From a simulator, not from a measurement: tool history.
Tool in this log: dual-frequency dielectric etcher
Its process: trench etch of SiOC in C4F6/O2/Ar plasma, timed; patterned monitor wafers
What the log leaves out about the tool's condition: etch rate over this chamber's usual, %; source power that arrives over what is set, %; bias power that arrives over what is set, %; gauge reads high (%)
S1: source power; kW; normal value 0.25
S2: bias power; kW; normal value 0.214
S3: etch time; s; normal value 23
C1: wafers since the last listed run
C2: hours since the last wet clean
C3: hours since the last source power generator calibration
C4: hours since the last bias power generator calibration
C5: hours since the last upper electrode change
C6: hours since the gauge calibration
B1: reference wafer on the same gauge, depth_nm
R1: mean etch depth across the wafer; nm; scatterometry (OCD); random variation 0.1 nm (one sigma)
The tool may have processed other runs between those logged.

run	hour	S1	S2	S3	C1	C2	C3	C4	C5	C6	B1	R1
1	0	0.25	0.214	18	0	478.8	4019	4572.3	4406.1	106.9	41.47	35.07
2	16.7	0.27	0.214	23	303	495.5	4035.7	4589	4422.8	123.6	41.5	46.77
3	22.9	0.25	0.214	23	112	501.7	4041.9	4595.2	4429	129.8	41.48	44.69
4	35	0.25	0.214	23	220	513.8	4054	4607.3	4441.1	141.9	41.5	44.95
# hour 73.5: wet clean of the chamber
5	74	0.25	0.214	23	272	0.5	4093	4646.3	4480.1	180.9	41.49	42.85
6	74.3	0.3	0.214	23	5	0.8	4093.3	4646.6	4480.4	181.2	41.51	47.1
7	77.7	0.3	0.214	23	61	4.2	4096.7	4650	4483.8	184.6	41.49	47.07
# hour 82.6: gauge calibrated
8	85.4	0.3	0.214	23	140	11.9	4104.4	4657.7	4491.5	2.8	41.51	47.21
9	98.9	0.25	0.214	23	245	25.4	4117.9	4671.2	4505	16.3	41.48	43.01
10	115.5	0.25	0.214	23	302	42	4134.5	4687.8	4521.6	32.9	41.5	43.1
11	124.4	0.25	0.258	26.5	161	50.9	4143.4	4696.7	4530.5	41.8	41.49	53.28
12	131.5	0.3	0.214	17	129	58	4150.5	4703.8	4537.6	48.9	41.48	34.9

What will run 13 give?
# hour 156.3: upper electrode replaced
# hour 160: bias power generator calibrated
# hour 163.8: source power generator calibrated
13	164.3	0.29	0.257	25.5	23	90.8	0.5	4.3	8	81.7	?	?

Run 13 came out at B1 41.48, R1 55.48 nm.
Minus the tool's unlogged condition, the same run would have read R1 54.98 nm.
